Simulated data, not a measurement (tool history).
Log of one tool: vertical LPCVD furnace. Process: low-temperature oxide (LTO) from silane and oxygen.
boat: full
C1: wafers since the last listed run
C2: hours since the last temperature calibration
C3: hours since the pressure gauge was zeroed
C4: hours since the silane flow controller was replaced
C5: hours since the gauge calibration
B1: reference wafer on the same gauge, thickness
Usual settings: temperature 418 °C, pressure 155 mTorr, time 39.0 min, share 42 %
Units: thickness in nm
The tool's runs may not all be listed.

run 1 day=0.000 | temperature=418 pressure=155 time=39.0 share=42 | C1=0 C2=3422.1 C3=2874.8 C4=2988.8 C5=161.0 | B1=293.02 | thickness=313.37
run 2 day=1.208 | temperature=418 pressure=155 time=39.0 share=42 | C1=349 C2=3451.1 C3=2903.8 C4=3017.8 C5=190.0 | B1=292.94 | thickness=314.24
run 3 day=1.588 | temperature=418 pressure=155 time=39.0 share=42 | C1=109 C2=3460.2 C3=2912.9 C4=3026.9 C5=199.1 | B1=293.04 | thickness=314.35
run 4 day=2.004 | temperature=418 pressure=155 time=39.0 share=42 | C1=120 C2=3470.2 C3=2922.9 C4=3036.9 C5=209.1 | B1=293.03 | thickness=314.56
run 5 day=2.383 | temperature=418 pressure=155 time=39.0 share=42 | C1=109 C2=3479.3 C3=2932.0 C4=3046.0 C5=218.2 | B1=292.91 | thickness=313.88
run 6 day=2.996 | temperature=418 pressure=155 time=39.0 share=42 | C1=177 C2=3494.0 C3=2946.7 C4=3060.7 C5=232.9 | B1=293.12 | thickness=315.90
run 7 day=3.483 | temperature=418 pressure=155 time=39.0 share=42 | C1=141 C2=3505.7 C3=2958.4 C4=3072.4 C5=244.6 | B1=293.02 | thickness=314.46
-- day=4.821 pressure gauge zeroed
-- day=5.654 thermocouples replaced and temperature profile calibrated
run 8 day=5.675 | temperature=418 pressure=155 time=39.0 share=42 | C1=104 C2=0.5 C3=20.5 C4=3125.0 C5=297.2 | B1=293.04 | thickness=327.96
run 9 day=5.858 | temperature=418 pressure=155 time=39.0 share=42 | C1=53 C2=4.9 C3=24.9 C4=3129.4 C5=301.6 | B1=293.07 | thickness=329.56
run 10 day=6.046 | temperature=418 pressure=155 time=39.0 share=42 | C1=54 C2=9.4 C3=29.4 C4=3133.9 C5=306.1 | B1=293.05 | thickness=329.13
run 11 day=6.229 | temperature=418 pressure=155 time=39.0 share=42 | C1=53 C2=13.8 C3=33.8 C4=3138.3 C5=310.5 | B1=292.85 | thickness=327.82
run 12 day=6.417 | temperature=428 pressure=155 time=39.0 share=42 | C1=54 C2=18.3 C3=38.3 C4=3142.8 C5=315.0 | B1=293.17 | thickness=360.70
run 13 day=7.638 | temperature=418 pressure=155 time=39.0 share=36 | C1=353 C2=47.6 C3=67.6 C4=3172.1 C5=344.3 | B1=293.05 | thickness=273.75
run 14 day=8.200 | temperature=418 pressure=120 time=39.0 share=37 | C1=162 C2=61.1 C3=81.1 C4=3185.6 C5=357.8 | B1=292.92 | thickness=218.99
run 15 day=8.554 | temperature=418 pressure=155 time=50.0 share=36 | C1=102 C2=69.6 C3=89.6 C4=3194.1 C5=366.3 | B1=293.14 | thickness=350.24
-- day=8.800 gauge calibrated
run 16 day=9.142 | temperature=429 pressure=130 time=48.5 share=35 | C1=170 C2=83.7 C3=103.7 C4=3208.2 C5=8.2 | B1=292.98 | thickness=307.98
run 17 day=9.683 | temperature=418 pressure=120 time=47.0 share=42 | C1=156 C2=96.7 C3=116.7 C4=3221.2 C5=21.2 | B1=293.14 | thickness=303.75
run 18 day=10.175 | temperature=418 pressure=130 time=53.0 share=42 | C1=142 C2=108.5 C3=128.5 C4=3233.0 C5=33.0 | B1=293.07 | thickness=371.41
run 19 day=10.446 | temperature=418 pressure=165 time=27.0 share=38 | C1=78 C2=115.0 C3=135.0 C4=3239.5 C5=39.5 | B1=293.11 | thickness=214.89
run 20 day=10.888 | temperature=418 pressure=155 time=45.0 share=42 | C1=127 C2=125.6 C3=145.6 C4=3250.1 C5=50.1 | B1=293.01 | thickness=376.23
run 21 day=11.288 | temperature=418 pressure=155 time=39.0 share=49 | C1=115 C2=135.2 C3=155.2 C4=3259.7 C5=59.7 | B1=293.22 | thickness=377.13
run 22 day=11.650 | temperature=429 pressure=155 time=39.0 share=42 | C1=104 C2=143.9 C3=163.9 C4=3268.4 C5=68.4 | B1=292.95 | thickness=364.35

The next listed run, before its measurement:
run 23 day=12.312 | temperature=418 pressure=155 time=39.0 share=42 | C1=191 C2=159.8 C3=179.8 C4=3284.3 C5=84.3 | B1=? | thickness=?

Run 23 gave B1 293.01, thickness 326.64 nm.
Without the tool's hidden state the same run would have given thickness 332.22 nm.
